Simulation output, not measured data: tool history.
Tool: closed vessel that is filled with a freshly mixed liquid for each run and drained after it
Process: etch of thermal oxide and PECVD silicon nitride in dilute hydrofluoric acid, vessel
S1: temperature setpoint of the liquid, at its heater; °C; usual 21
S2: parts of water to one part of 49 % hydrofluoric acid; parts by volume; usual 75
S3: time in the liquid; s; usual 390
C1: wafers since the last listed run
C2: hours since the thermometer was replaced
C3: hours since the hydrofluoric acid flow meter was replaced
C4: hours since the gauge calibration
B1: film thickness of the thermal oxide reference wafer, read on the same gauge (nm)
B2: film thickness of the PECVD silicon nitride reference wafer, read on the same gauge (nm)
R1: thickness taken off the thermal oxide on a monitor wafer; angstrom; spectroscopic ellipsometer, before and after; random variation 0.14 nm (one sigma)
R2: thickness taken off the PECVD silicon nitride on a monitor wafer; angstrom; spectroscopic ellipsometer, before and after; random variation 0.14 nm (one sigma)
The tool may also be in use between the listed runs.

run	hour	S1	S2	S3	C1	C2	C3	C4	B1	B2	R1	R2
1	0	21	75	500	0	763.3	635.5	295.6	130.02	80	283.5	251.4
2	17.1	21	75	390	1845	780.4	652.6	312.7	130.02	80.01	217	196.4
# hour 34.7: gauge calibrated
3	45.1	21	75	390	3021	808.4	680.6	10.4	129.99	80.05	222.8	200.1
4	69.5	21	75	390	2632	832.8	705	34.8	130.05	79.98	222.1	196.8
5	87.9	21	75	390	1985	851.2	723.4	53.2	129.97	79.95	223.5	198.4
6	123.8	21	75	390	3873	887.1	759.3	89.1	130.01	80.05	224.1	201.9
7	150.2	21	75	390	2848	913.5	785.7	115.5	130.02	79.97	223.4	199.6
8	171.4	21	75	390	2287	934.7	806.9	136.7	130.02	79.95	223.7	200.1
9	200.7	21	75	215	3161	964	836.2	166	130.02	79.95	121.8	109.7
10	216.1	21	75	390	1661	979.4	851.6	181.4	130.02	79.99	224.4	199.6
# hour 223.6: hydrofluoric acid flow meter replaced
11	244.2	17.5	105	275	2924	1007.5	20.6	209.5	129.98	79.95	86.9	74
12	271	23.5	75	475	2891	1034.3	47.4	236.3	130.01	79.99	277.2	265.8
13	286.6	21	75	390	1683	1049.9	63	251.9	130.01	80	208.8	187
14	302.4	24	75	390	1704	1065.7	78.8	267.7	130.01	79.98	234.3	225.7
# hour 324.7: thermometer replaced
15	325.1	21	55	390	2341	0.4	101.5	290.4	130.02	80.04	305.5	275.7
16	338.3	18.5	85	260	1424	13.6	114.7	303.6	130.02	80.02	115.9	101.4
17	373.6	21	75	390	3808	48.9	150	338.9	130	80.03	221.5	202.5
18	399	21	75	540	2740	74.3	175.4	364.3	130.04	79.98	309.8	283.5
19	414.5	21	75	240	1672	89.8	190.9	379.8	129.97	80.04	135.4	125.9
# hour 419.9: gauge calibrated
20	428.4	21	45	450	1499	103.7	204.8	8.5	129.97	79.97	438.9	385.1
21	463.3	21	75	500	3765	138.6	239.7	43.4	130.02	79.99	282.8	262.7
22	487.9	21	75	390	2654	163.2	264.3	68	130.02	79.99	221.1	204
23	506.7	21	75	390	2028	182	283.1	86.8	129.99	79.97	218.7	203.9
24	522.7	21	75	500	1726	198	299.1	102.8	130.03	79.97	288.5	258.4
25	554.4	17	75	390	3420	229.7	330.8	134.5	130.01	79.99	188.1	154.7

4 ways to go on from here, each from the tool as it stands after run 25. What would each give?
A	555.2	21	75	160	86	230.5	331.6	135.3	?	?	?	?
B	555.2	24.5	75	480	86	230.5	331.6	135.3	?	?	?	?
C	555.2	21	75	565	86	230.5	331.6	135.3	?	?	?	?
D	555.2	25.5	110	200	86	230.5	331.6	135.3	?	?	?	?

run	B1	B2	R1	R2
A	130.02	79.99	90.9	84.5
B	130.02	79.99	314.9	321.3
C	130.02	79.99	321.1	298.5
D	130.02	79.99	89.3	98
Without the tool's hidden state the same runs would have given:
run	R1	R2
A	85.5	80.7
B	295.9	306.3
C	302	284.9
D	83.6	93.3
